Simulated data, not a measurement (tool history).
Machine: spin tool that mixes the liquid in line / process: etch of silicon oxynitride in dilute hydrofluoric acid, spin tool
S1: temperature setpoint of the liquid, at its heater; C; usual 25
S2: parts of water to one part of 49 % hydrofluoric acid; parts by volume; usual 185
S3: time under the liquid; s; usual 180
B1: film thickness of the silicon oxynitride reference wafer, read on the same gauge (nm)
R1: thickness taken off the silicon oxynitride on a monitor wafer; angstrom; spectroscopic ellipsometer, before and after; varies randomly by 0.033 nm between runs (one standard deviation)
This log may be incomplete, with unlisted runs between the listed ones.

run    hour    S1   S2   S3      B1     R1
  1       0    25  185  215  64.066  27.55
  2    48.7    25  185  180  64.126  23.23
  3    89.5    25  185  180  64.272  23.44
        126  -- hydrofluoric acid flow meter replaced
  4   291.9    25  185  180  64.709  23.65
  5   350.3    25  185  180  64.884  23.25
  6     402    25  185  180  65.015  24.02
  7   454.3    25  185  180  65.109  23.64
  8   484.7    25  185  180  65.222  23.32
  9   513.7    25  185  180  65.292  23.54
 10   550.7    29  185  180  65.419  28.54
 11   613.3    29  185  180   65.51  28.17
 12   643.5    29  185  180  65.656  28.63
 13   672.1    25  145  180  65.648  30.87
 14   740.5    25  260  130  65.813  11.66
      775.7  -- hydrofluoric acid flow meter replaced
 15   800.1  27.5  185  235  66.001   34.5
 16   866.9  29.5  250  180  66.111  20.45
      894.5  -- gauge calibrated
 17   903.1  26.5  245  100  59.486   9.12
 18   947.9    25  185  180   59.67  21.87
 19  1017.3    25  185  180  59.843   21.2
 20  1060.7    29  140  180  59.941  35.74
 21  1088.2    25  185  180  59.993  21.86
 22  1149.3  29.5  235  265  60.143  29.53
 23  1205.7    25  130  125  60.233  22.87
     1240.8  -- thermometer replaced
 24  1266.3  22.5  110  245  60.396  47.25
 25  1312.6    28  185  180  60.507  25.57
     1365.2  -- hydrofluoric acid flow meter replaced
 26  1395.9    25  185  180  60.705  21.79
 27  1430.3  28.5  155  180  60.858  31.41
 28  1486.5    25  185  180  60.959  22.51
 29    1539    21  185  240  61.083  25.08
 30  1579.5  28.5  270  270  61.112  24.74
 31    1619  23.5  125  125  61.306  22.53
 32  1690.3  27.5  185  180   61.39  24.85
 33  1716.2  21.5  240  140  61.486  11.09
 34  1780.7    25  185  180  61.645     22

Forecast each of these 3 alternatives for the next run:
  A  1781.2    25  185  180   ?   ?
  B  1781.2  29.5  120  105   ?   ?
  C  1781.2    30  120  180   ?   ?

run      B1     R1
  A  61.621  22.75
  B  61.621  26.46
  C  61.621  46.37
What these runs would have given with no unlogged condition in the tool:
run     R1
  A  22.15
  B  25.75
  C  45.14
